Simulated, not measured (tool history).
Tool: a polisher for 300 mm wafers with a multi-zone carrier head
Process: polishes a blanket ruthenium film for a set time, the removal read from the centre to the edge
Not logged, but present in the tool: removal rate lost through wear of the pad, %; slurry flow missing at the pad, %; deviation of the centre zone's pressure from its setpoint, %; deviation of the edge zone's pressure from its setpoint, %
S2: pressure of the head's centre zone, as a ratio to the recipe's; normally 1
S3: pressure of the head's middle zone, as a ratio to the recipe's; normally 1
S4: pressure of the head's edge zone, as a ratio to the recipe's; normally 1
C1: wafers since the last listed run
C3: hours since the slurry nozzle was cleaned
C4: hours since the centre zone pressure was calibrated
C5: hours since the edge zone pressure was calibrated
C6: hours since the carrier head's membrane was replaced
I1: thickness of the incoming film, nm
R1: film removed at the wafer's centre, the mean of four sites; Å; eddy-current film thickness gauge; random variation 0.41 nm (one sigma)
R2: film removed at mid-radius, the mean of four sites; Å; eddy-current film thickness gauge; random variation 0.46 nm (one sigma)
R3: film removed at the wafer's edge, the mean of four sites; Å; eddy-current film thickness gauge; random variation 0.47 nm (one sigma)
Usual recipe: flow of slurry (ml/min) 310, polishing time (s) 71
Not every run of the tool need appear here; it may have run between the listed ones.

Run 1, hour 0: usual settings; C1 0; wafers polished on this pad 313; C3 620.5; C4 350.7; C5 1030.4; C6 1749.6; I1 264.1. Result: R1 539 Å, R2 521 Å, R3 520 Å.
Run 2, hour 10.2: usual settings; C1 86; wafers polished on this pad 400; C3 630.7; C4 360.9; C5 1040.6; C6 1759.8; I1 271.2. Result: R1 536 Å, R2 517 Å, R3 514 Å.
At hour 15.9: worn pad replaced by a new one.
Run 3, hour 25.7: usual settings but S4 0.93; C1 97; wafers polished on this pad 83; C3 646.2; C4 376.4; C5 1056.1; C6 1775.3; I1 273.6. Result: R1 540 Å, R2 515 Å, R3 510 Å.
Run 4, hour 40.2: usual settings but S4 0.93; C1 123; wafers polished on this pad 206; C3 660.7; C4 390.9; C5 1070.6; C6 1789.8; I1 273.2. Result: R1 535 Å, R2 520 Å, R3 508 Å.
Run 5, hour 53: usual settings; C1 108; wafers polished on this pad 315; C3 673.5; C4 403.7; C5 1083.4; C6 1802.6; I1 269.7. Result: R1 536 Å, R2 513 Å, R3 515 Å.
Run 6, hour 63.8: usual settings; C1 91; wafers polished on this pad 406; C3 684.3; C4 414.5; C5 1094.2; C6 1813.4; I1 273.3. Result: R1 534 Å, R2 516 Å, R3 522 Å.
At hour 72.8: worn pad replaced by a new one.
Run 7, hour 79.5: usual settings; C1 99; wafers polished on this pad 56; C3 700; C4 430.2; C5 1109.9; C6 1829.1; I1 271. Result: R1 535 Å, R2 513 Å, R3 517 Å.
At hour 85.1: slurry nozzle cleaned.
At hour 90.8: centre zone pressure recalibrated.
Run 8, hour 96.5: usual settings; C1 118; wafers polished on this pad 175; C3 11.4; C4 5.7; C5 1126.9; C6 1846.1; I1 267.2. Result: R1 565 Å, R2 539 Å, R3 544 Å.
At hour 112.2: edge zone pressure recalibrated.
Run 9, hour 114.5: usual settings but S2 0.91, S3 0.97, S4 0.91, polishing time (s) 56; C1 135; wafers polished on this pad 311; C3 29.4; C4 23.7; C5 2.3; C6 1864.1; I1 268.6. Result: R1 421 Å, R2 425 Å, R3 418 Å.
At hour 127.3: carrier head's membrane replaced by a new one.
Run 10, hour 127.8: usual settings but polishing time (s) 49; C1 70; wafers polished on this pad 382; C3 42.7; C4 37; C5 15.6; C6 0.5; I1 275. Result: R1 392 Å, R2 379 Å, R3 375 Å.
At hour 134.9: worn pad replaced by a new one.
Run 11, hour 142.4: usual settings but S3 0.93; C1 90; wafers polished on this pad 63; C3 57.3; C4 51.6; C5 30.2; C6 15.1; I1 271.6. Result: R1 569 Å, R2 518 Å, R3 540 Å.
Run 12, hour 152.7: usual settings but S2 0.97, S3 1.05; C1 87; wafers polished on this pad 151; C3 67.6; C4 61.9; C5 40.5; C6 25.4; I1 270.6. Result: R1 555 Å, R2 558 Å, R3 532 Å.
Run 13, hour 160: usual settings but S4 1.09; C1 62; wafers polished on this pad 213; C3 74.9; C4 69.2; C5 47.8; C6 32.7; I1 265.7. Result: R1 562 Å, R2 532 Å, R3 556 Å.
Run 14, hour 174.3: usual settings but S3 0.92; C1 121; wafers polished on this pad 334; C3 89.2; C4 83.5; C5 62.1; C6 47; I1 271.8. Result: R1 563 Å, R2 507 Å, R3 544 Å.
At hour 189.1: worn pad replaced by a new one.
Run 15, hour 191.6: usual settings but S4 1.08; C1 113; wafers polished on this pad 21; C3 106.5; C4 100.8; C5 79.4; C6 64.3; I1 270.6. Result: R1 558 Å, R2 543 Å, R3 548 Å.
Run 16, hour 203.8: usual settings; C1 103; wafers polished on this pad 125; C3 118.7; C4 113; C5 91.6; C6 76.5; I1 269.9. Result: R1 567 Å, R2 552 Å, R3 545 Å.
Run 17, hour 236: usual settings; C1 273; wafers polished on this pad 398; C3 150.9; C4 145.2; C5 123.8; C6 108.7; I1 269.1. Result: R1 561 Å, R2 540 Å, R3 536 Å.

Alternative continuations, all from the tool just after run 17; predict every row:
Run A, hour 236.4: usual settings but polishing time (s) 87; C1 3; wafers polished on this pad 402; C3 151.3; C4 145.6; C5 124.2; C6 109.1; I1 270.8. Result: R1 ?, R2 ?, R3 ?.
Run B, hour 236.4: usual settings but flow of slurry (ml/min) 365, S2 0.92, S3 0.92, S4 1.06; C1 3; wafers polished on this pad 402; C3 151.3; C4 145.6; C5 124.2; C6 109.1; I1 270.8. Result: R1 ?, R2 ?, R3 ?.
Run C, hour 236.4: usual settings but flow of slurry (ml/min) 235, S2 0.89, S4 1.08, polishing time (s) 94; C1 3; wafers polished on this pad 402; C3 151.3; C4 145.6; C5 124.2; C6 109.1; I1 270.8. Result: R1 ?, R2 ?, R3 ?.
Run D, hour 236.4: usual settings but S2 1.09, S3 1.05, S4 1.07, polishing time (s) 86; C1 3; wafers polished on this pad 402; C3 151.3; C4 145.6; C5 124.2; C6 109.1; I1 270.8. Result: R1 ?, R2 ?, R3 ?.

run   R1   R2   R3
  A  690  666  656
  B  536  523  554
  C  653  695  710
  D  732  680  664
Without the tool's hidden state the same runs would have given:
run   R1   R2   R3
  A  697  672  661
  B  541  527  557
  C  662  704  717
  D  739  686  669

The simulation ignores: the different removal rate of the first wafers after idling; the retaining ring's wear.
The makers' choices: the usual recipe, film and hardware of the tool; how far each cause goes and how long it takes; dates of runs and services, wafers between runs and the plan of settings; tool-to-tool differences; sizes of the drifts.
